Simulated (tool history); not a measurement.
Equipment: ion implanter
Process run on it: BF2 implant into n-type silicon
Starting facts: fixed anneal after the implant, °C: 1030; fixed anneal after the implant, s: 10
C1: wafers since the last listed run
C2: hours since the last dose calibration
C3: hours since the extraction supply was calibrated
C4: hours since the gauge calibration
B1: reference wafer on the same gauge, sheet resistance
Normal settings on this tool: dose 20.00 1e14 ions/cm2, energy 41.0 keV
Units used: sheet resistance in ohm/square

{"run": 1, "hour": 0.0, "dose": 20.0, "energy": 41.0, "C1": 0, "C2": 1330.1, "C3": 4614.4, "C4": 362.9, "B1": 95.83, "sheet resistance": 112.59}
{"run": 2, "hour": 68.2, "dose": 20.0, "energy": 41.0, "C1": 2049, "C2": 1398.3, "C3": 4682.6, "C4": 431.1, "B1": 95.69, "sheet resistance": 112.43}
{"run": 3, "hour": 137.7, "dose": 20.0, "energy": 41.0, "C1": 2088, "C2": 1467.8, "C3": 4752.1, "C4": 500.6, "B1": 95.59, "sheet resistance": 112.32}
{"run": 4, "hour": 206.5, "dose": 20.0, "energy": 41.0, "C1": 2067, "C2": 1536.6, "C3": 4820.9, "C4": 569.4, "B1": 95.4, "sheet resistance": 112.57}
{"run": 5, "hour": 278.1, "dose": 20.0, "energy": 41.0, "C1": 2151, "C2": 1608.2, "C3": 4892.5, "C4": 641.0, "B1": 95.26, "sheet resistance": 111.93}
{"run": 6, "hour": 312.7, "dose": 20.0, "energy": 37.0, "C1": 1039, "C2": 1642.8, "C3": 4927.1, "C4": 675.6, "B1": 95.17, "sheet resistance": 117.69}
{"run": 7, "hour": 375.5, "dose": 20.0, "energy": 37.0, "C1": 1887, "C2": 1705.6, "C3": 4989.9, "C4": 738.4, "B1": 94.98, "sheet resistance": 118.03}
{"run": 8, "hour": 418.1, "dose": 20.0, "energy": 41.0, "C1": 1280, "C2": 1748.2, "C3": 5032.5, "C4": 781.0, "B1": 94.9, "sheet resistance": 111.26}
{"hour": 426.5, "done": "extraction supply calibrated"}
{"run": 9, "hour": 445.4, "dose": 20.0, "energy": 41.0, "C1": 579, "C2": 1775.5, "C3": 18.9, "C4": 808.3, "B1": 94.83, "sheet resistance": 111.33}
{"run": 10, "hour": 486.8, "dose": 20.0, "energy": 53.0, "C1": 1244, "C2": 1816.9, "C3": 60.3, "C4": 849.7, "B1": 94.67, "sheet resistance": 97.56}
{"run": 11, "hour": 553.8, "dose": 20.0, "energy": 41.0, "C1": 2013, "C2": 1883.9, "C3": 127.3, "C4": 916.7, "B1": 94.45, "sheet resistance": 111.0}
{"run": 12, "hour": 608.9, "dose": 22.98, "energy": 41.0, "C1": 1655, "C2": 1939.0, "C3": 182.4, "C4": 971.8, "B1": 94.21, "sheet resistance": 109.16}
{"hour": 617.3, "done": "Faraday cup replaced and dose calibrated"}
{"run": 13, "hour": 646.0, "dose": 20.0, "energy": 33.0, "C1": 874, "C2": 28.7, "C3": 219.5, "C4": 1008.9, "B1": 94.04, "sheet resistance": 123.63}
{"run": 14, "hour": 693.3, "dose": 20.0, "energy": 47.0, "C1": 1421, "C2": 76.0, "C3": 266.8, "C4": 1056.2, "B1": 93.88, "sheet resistance": 103.16}
{"hour": 693.7, "done": "gauge calibrated"}
{"run": 15, "hour": 756.3, "dose": 23.73, "energy": 50.0, "C1": 1893, "C2": 139.0, "C3": 329.8, "C4": 62.6, "B1": 96.14, "sheet resistance": 99.43}
{"run": 16, "hour": 807.1, "dose": 16.34, "energy": 34.0, "C1": 1526, "C2": 189.8, "C3": 380.6, "C4": 113.4, "B1": 96.13, "sheet resistance": 127.59}
{"run": 17, "hour": 855.2, "dose": 20.0, "energy": 41.0, "C1": 1445, "C2": 237.9, "C3": 428.7, "C4": 161.5, "B1": 96.1, "sheet resistance": 112.67}
{"run": 18, "hour": 919.8, "dose": 22.79, "energy": 47.5, "C1": 1941, "C2": 302.5, "C3": 493.3, "C4": 226.1, "B1": 96.02, "sheet resistance": 102.77}

Some steps in sheet resistance between neighbouring runs. How much of each would the tool show without its hidden state too (settings, what came in, random variation), and how much is left for the hidden state, with any gauge scatter that isn't in both results?
Hidden state present: deviation of the true dose from the Faraday cup's reading, %; deviation of the true energy from its setpoint, %; gauge reads high (%).
Run 14 -> 15: dose 20.00 -> 23.73, energy 47.0 -> 50.0, gauge calibrated. sheet resistance -3.73 ohm/square: hidden state +2.43, all else -6.16.
Run 15 -> 16: dose 23.73 -> 16.34, energy 50.0 -> 34.0. sheet resistance +28.16 ohm/square: hidden state +0.02, all else +28.14.
